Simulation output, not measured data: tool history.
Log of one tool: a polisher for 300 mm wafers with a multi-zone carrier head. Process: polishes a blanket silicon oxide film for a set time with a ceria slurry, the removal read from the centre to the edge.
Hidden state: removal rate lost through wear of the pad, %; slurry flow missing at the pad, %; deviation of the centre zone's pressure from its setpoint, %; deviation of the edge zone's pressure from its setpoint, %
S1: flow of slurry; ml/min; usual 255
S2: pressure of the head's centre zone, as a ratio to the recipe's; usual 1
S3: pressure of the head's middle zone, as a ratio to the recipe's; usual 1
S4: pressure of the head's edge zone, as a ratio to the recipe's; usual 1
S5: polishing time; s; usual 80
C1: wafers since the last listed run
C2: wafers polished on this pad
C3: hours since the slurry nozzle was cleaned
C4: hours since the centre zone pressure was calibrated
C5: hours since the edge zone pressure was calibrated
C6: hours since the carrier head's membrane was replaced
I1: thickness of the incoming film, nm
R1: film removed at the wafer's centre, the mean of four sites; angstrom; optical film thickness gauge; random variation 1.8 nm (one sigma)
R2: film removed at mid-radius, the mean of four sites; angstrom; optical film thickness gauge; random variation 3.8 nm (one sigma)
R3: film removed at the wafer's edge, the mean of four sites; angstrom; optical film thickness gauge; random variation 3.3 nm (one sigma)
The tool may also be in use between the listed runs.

run    hour   S1    S2    S3    S4  S5    C1    C2     C3      C4     C5      C6      I1    R1    R2    R3
  1       0  255     1     1     1  80     0  3106  674.9     396   12.6   638.8  1691.6  2803  2810  2874
  2    52.7  255     1     1     1  80   560  3666  727.6   448.7   65.3   691.5  1657.7  2848  2758  2797
       85.1  -- slurry nozzle cleaned
  3   132.9  255  0.97     1     1  80   842  4508   47.8   528.9  145.5   771.7  1708.4  2769  2785  2894
      164.1  -- worn pad replaced by a new one
  4   177.8  255  0.97     1     1  80   435   145   92.7   573.8  190.4   816.6  1677.2  2818  2804  2799
  5   271.1  255     1     1     1  80   992  1138    186   667.1  283.7   909.9  1669.2  2822  2853  2811
  6     361  255     1     1     1  80   956  2094  275.9     757  373.6   999.8  1711.8  2848  2772  2796
  7   406.2  320  0.91     1  0.96  68   480  2575  321.1   802.2  418.8    1045  1705.9  2320  2380  2374
  8   502.8  185  1.09     1     1  97  1027  3602  417.7   898.8  515.4  1141.6    1667  3501  3246  3331
      527.6  -- edge zone pressure recalibrated
  9   553.9  255     1     1  1.11  80   522  4124  468.8   949.9   26.3  1192.7  1678.4  2847  2790  2928
 10   590.4  185  1.09     1     1  97   388  4512  505.3   986.4   62.8  1229.2  1695.6  3442  3218  3311
 11   630.1  185  1.09     1     1  97   422  4935    545  1026.1  102.5  1268.9  1658.8  3435  3212  3226
        673  -- worn pad replaced by a new one
 12   724.8  210     1     1     1  80   964   551  639.7  1120.8  197.2  1363.6  1687.8  2739  2643  2768
 13   768.4  190  1.06  0.94     1  52   463  1014  683.3  1164.4  240.8  1407.2  1681.3  1817  1669  1795
      777.2  -- slurry nozzle cleaned
        788  -- centre zone pressure recalibrated
      830.9  -- carrier head's membrane replaced by a new one
 14   835.4  255  1.09     1  1.08  80   627  1642   58.2    47.4  307.8     4.5  1706.3  3040  2836  2974
 15   879.3  255     1     1     1  98   466  2109  102.1    91.3  351.7    48.4  1678.7  3426  3355  3409
     1017.4  -- edge zone pressure recalibrated
 16  1074.8  255     1  1.05     1  56  2058  4167  297.6   286.8   57.4   243.9  1666.7  1979  1967  1980
 17  1160.5  290  1.08  0.95     1  58   911  5078  383.3   372.5  143.1   329.6  1683.5  2213  2044  2045
     1170.7  -- worn pad replaced by a new one
 18  1236.5  255     1     1     1  80   765   699  459.3   448.5  219.1   405.6  1663.9  2793  2769  2799
 19  1328.3  220  1.04  1.07  1.09  80   976  1676  551.1   540.3  310.9   497.4    1702  2877  2799  2834
 20  1399.1  315     1     1     1  80   753  2429  621.9   611.1  381.7   568.2  1711.6  2901  2801  2828
     1459.8  -- slurry nozzle cleaned
 21  1482.5  255     1   1.1  0.88  80   876  3305   22.7   694.5  465.1   651.6  1683.1  2850  2920  2650
 22  1549.8  255     1     1     1  80   715  4021     90   761.8  532.4   718.9  1681.9  2849  2815  2843

4 ways to go on from here, each from the tool as it stands after run 22. What would each give?
  A  1550.2  255   1     1  0.96  80   4  4025  90.4  762.2  532.8  719.3  1687.6   ?   ?   ?
  B  1550.2  255   1  0.94     1  80   4  4025  90.4  762.2  532.8  719.3  1687.6   ?   ?   ?
  C  1550.2  255   1   1.1  0.94  80   4  4025  90.4  762.2  532.8  719.3  1687.6   ?   ?   ?
  D  1550.2  255   1  0.93  1.12  80   4  4025  90.4  762.2  532.8  719.3  1687.6   ?   ?   ?

run    R1    R2    R3
  A  2846  2803  2770
  B  2846  2715  2823
  C  2848  2949  2742
  D  2846  2700  2978
Without the tool's hidden state the same runs would have given:
run    R1    R2    R3
  A  2846  2803  2770
  B  2846  2715  2823
  C  2848  2949  2742
  D  2846  2700  2978

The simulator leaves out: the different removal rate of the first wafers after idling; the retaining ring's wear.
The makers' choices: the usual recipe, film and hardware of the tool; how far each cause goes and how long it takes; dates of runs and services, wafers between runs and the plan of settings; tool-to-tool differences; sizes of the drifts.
